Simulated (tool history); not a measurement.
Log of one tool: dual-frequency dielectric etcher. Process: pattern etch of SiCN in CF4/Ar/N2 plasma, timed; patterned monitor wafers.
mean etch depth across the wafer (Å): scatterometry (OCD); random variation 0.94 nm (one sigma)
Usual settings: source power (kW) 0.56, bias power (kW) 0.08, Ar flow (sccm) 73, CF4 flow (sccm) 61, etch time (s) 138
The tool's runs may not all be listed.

| run | hour | source power (kW) | bias power (kW) | Ar flow (sccm) | CF4 flow (sccm) | etch time (s) | read-back reference wafer on the same gauge, depth_nm | mean etch depth across the wafer (Å) |
|---|---|---|---|---|---|---|---|---|
| 1 | 0 | 0.56 | 0.08 | 73 | 61 | 138 | 169 | 1565 |
| 2 | 14.8 | 0.56 | 0.08 | 73 | 61 | 138 | 169.2 | 1564 |
| 3 | 26.9 | 0.56 | 0.08 | 73 | 61 | 138 | 169.2 | 1573 |
| 4 | 37 | 0.56 | 0.08 | 73 | 61 | 138 | 168.7 | 1564 |
| 5 | 47.2 | 0.56 | 0.08 | 73 | 61 | 138 | 169 | 1579 |
| 6 | 59.7 | 0.56 | 0.08 | 73 | 61 | 138 | 169 | 1578 |
| 7 | 72.8 | 0.56 | 0.08 | 73 | 61 | 138 | 169.2 | 1590 |
| 8 | 85 | 0.56 | 0.08 | 73 | 61 | 138 | 169 | 1592 |
| 9 | 101.4 | 0.56 | 0.08 | 73 | 61 | 138 | 169 | 1579 |
| 10 | 117.4 | 0.56 | 0.08 | 73 | 61 | 138 | 169 | 1594 |
|  | 147.3 | bias power generator calibrated |
|  | 151.3 | source power generator calibrated |
|  | 152.5 | gauge calibrated |
|  | 154.6 | wet clean of the chamber |
| 11 | 155.1 | 0.56 | 0.097 | 81 | 46 | 150 | 169.1 | 1668 |
| 12 | 155.5 | 0.56 | 0.08 | 73 | 61 | 138 | 168.8 | 1522 |
| 13 | 165.6 | 0.56 | 0.08 | 73 | 47 | 138 | 168.8 | 1467 |
| 14 | 183.3 | 0.6 | 0.08 | 73 | 61 | 138 | 169.2 | 1590 |
|  | 204.2 | CF4 flow controller replaced |
|  | 215.8 | upper electrode replaced |
|  | 220 | Ar flow controller replaced |
| 15 | 220.5 | 0.61 | 0.065 | 73 | 51 | 126.5 | 168.9 | 1358 |
| 16 | 220.8 | 0.56 | 0.08 | 73 | 61 | 138 | 169 | 1530 |
| 17 | 241.2 | 0.56 | 0.08 | 59 | 71 | 119.5 | 168.7 | 1421 |
| 18 | 257.4 | 0.52 | 0.086 | 73 | 61 | 159.5 | 169 | 1766 |
| 19 | 266.8 | 0.56 | 0.08 | 88 | 61 | 138 | 168.9 | 1488 |
| 20 | 284.7 | 0.51 | 0.08 | 61 | 61 | 138 | 169.2 | 1535 |

What the log doesn't show, run by run:
source power that arrives over what is set, %: 0 in every run
bias power that arrives over what is set, %: 0 in every run
Ar flow that arrives over what is set, %: 0 in every run
CF4 flow that arrives over what is set, %: 0 in every run
gauge reads high (%): 0 in every run
H1: etch rate over this chamber's usual, %
| run | H1 |
|---|---|
| 1 | 2.69 |
| 2 | 2.9 |
| 3 | 3.06 |
| 4 | 3.2 |
| 5 | 3.34 |
| 6 | 3.52 |
| 7 | 3.7 |
| 8 | 3.86 |
| 9 | 4.09 |
| 10 | 4.31 |
| 11 | -0.0369 |
| 12 | -0.0314 |
| 13 | 0.108 |
| 14 | 0.352 |
| 15 | 0.865 |
| 16 | 0.869 |
| 17 | 1.15 |
| 18 | 1.37 |
| 19 | 1.5 |
| 20 | 1.75 |

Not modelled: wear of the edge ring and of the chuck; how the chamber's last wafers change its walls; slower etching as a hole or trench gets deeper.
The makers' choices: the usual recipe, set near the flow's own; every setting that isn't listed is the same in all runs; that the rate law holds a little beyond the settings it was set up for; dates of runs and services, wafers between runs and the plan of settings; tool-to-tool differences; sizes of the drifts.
